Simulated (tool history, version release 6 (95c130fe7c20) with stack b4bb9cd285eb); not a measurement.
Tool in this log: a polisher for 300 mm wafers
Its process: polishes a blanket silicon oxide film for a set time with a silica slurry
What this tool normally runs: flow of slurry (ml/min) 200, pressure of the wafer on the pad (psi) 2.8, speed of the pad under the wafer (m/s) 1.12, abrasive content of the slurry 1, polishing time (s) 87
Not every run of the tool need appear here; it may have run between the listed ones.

| run | hour | flow of slurry (ml/min) | pressure of the wafer on the pad (psi) | speed of the pad under the wafer (m/s) | abrasive content of the slurry | polishing time (s) | wafers since the last listed run | wafers polished on this pad | hours since the slurry nozzle was cleaned | hours since the head pressure was calibrated | hours since the slurry blender was calibrated | hours since the conditioning disc was replaced | incoming thickness of the incoming film, nm | film removed (Å) |
|---|---|---|---|---|---|---|---|---|---|---|---|---|---|---|
| 1 | 0 | 200 | 3.1 | 1.12 | 1 | 87 | 0 | 2147 | 348.3 | 494.2 | 563.3 | 614.4 | 829.6 | 1549 |
|  | 57.1 | slurry blender recalibrated |
| 2 | 67.5 | 200 | 2.8 | 1.12 | 1 | 78 | 863 | 3010 | 415.8 | 561.7 | 10.4 | 681.9 | 825 | 1233 |
|  | 78.5 | conditioning disc replaced and pad reconditioned |
| 3 | 166.6 | 200 | 2.8 | 1.12 | 1 | 78 | 1279 | 4289 | 514.9 | 660.8 | 109.5 | 88.1 | 823.3 | 1200 |
|  | 197.5 | slurry nozzle cleaned |
| 4 | 227.8 | 200 | 2.8 | 1.12 | 1 | 78 | 793 | 5082 | 30.3 | 722 | 170.7 | 149.3 | 828.4 | 1288 |
|  | 239.7 | head pressure recalibrated |
| 5 | 304.5 | 200 | 2.8 | 1.12 | 1 | 87 | 984 | 6067 | 107 | 64.8 | 247.4 | 226 | 836.2 | 1437 |
| 6 | 371.5 | 200 | 2.8 | 1.12 | 1 | 87 | 882 | 6950 | 174 | 131.8 | 314.4 | 293 | 828.3 | 1425 |
| 7 | 428 | 155 | 2.8 | 1.48 | 1 | 87 | 744 | 7694 | 230.5 | 188.3 | 370.9 | 349.5 | 831.7 | 1521 |
| 8 | 490.4 | 200 | 2.8 | 0.78 | 1 | 106 | 822 | 8516 | 292.9 | 250.7 | 433.3 | 411.9 | 831.6 | 1430 |
|  | 516.1 | worn pad replaced by a new one |
| 9 | 581.8 | 235 | 2.8 | 1.12 | 0.9 | 87 | 1151 | 866 | 384.3 | 342.1 | 524.7 | 503.3 | 830.7 | 1413 |
| 10 | 660.9 | 235 | 2.5 | 1.12 | 1 | 87 | 1042 | 1908 | 463.4 | 421.2 | 603.8 | 582.4 | 821.4 | 1283 |
|  | 670.3 | slurry blender recalibrated |
|  | 703.8 | conditioning disc replaced and pad reconditioned |
| 11 | 732.8 | 200 | 2.8 | 1.12 | 1 | 87 | 894 | 2803 | 535.3 | 493.1 | 62.5 | 29 | 837.9 | 1366 |
| 12 | 769 | 245 | 3.8 | 1.12 | 1 | 87 | 476 | 3280 | 571.5 | 529.3 | 98.7 | 65.2 | 845.5 | 1899 |
|  | 791.9 | slurry nozzle cleaned |
| 13 | 815.8 | 200 | 3.5 | 1.12 | 1.25 | 87 | 603 | 3883 | 23.9 | 576.1 | 145.5 | 112 | 849.5 | 2038 |
| 14 | 908.5 | 200 | 2.8 | 1.12 | 1 | 87 | 1221 | 5105 | 116.6 | 668.8 | 238.2 | 204.7 | 830.2 | 1454 |

Estimate the outcome of run 15 from the log above:
| 15 | 949.4 | 200 | 2.8 | 1.12 | 0.9 | 87 | 538 | 5643 | 157.5 | 709.7 | 279.1 | 245.6 | 833.7 | ? |

{"run 15": {"film removed (Å)": 1345}}
Had the tool carried no hidden state, the very same run would have given film removed (Å) 1487.

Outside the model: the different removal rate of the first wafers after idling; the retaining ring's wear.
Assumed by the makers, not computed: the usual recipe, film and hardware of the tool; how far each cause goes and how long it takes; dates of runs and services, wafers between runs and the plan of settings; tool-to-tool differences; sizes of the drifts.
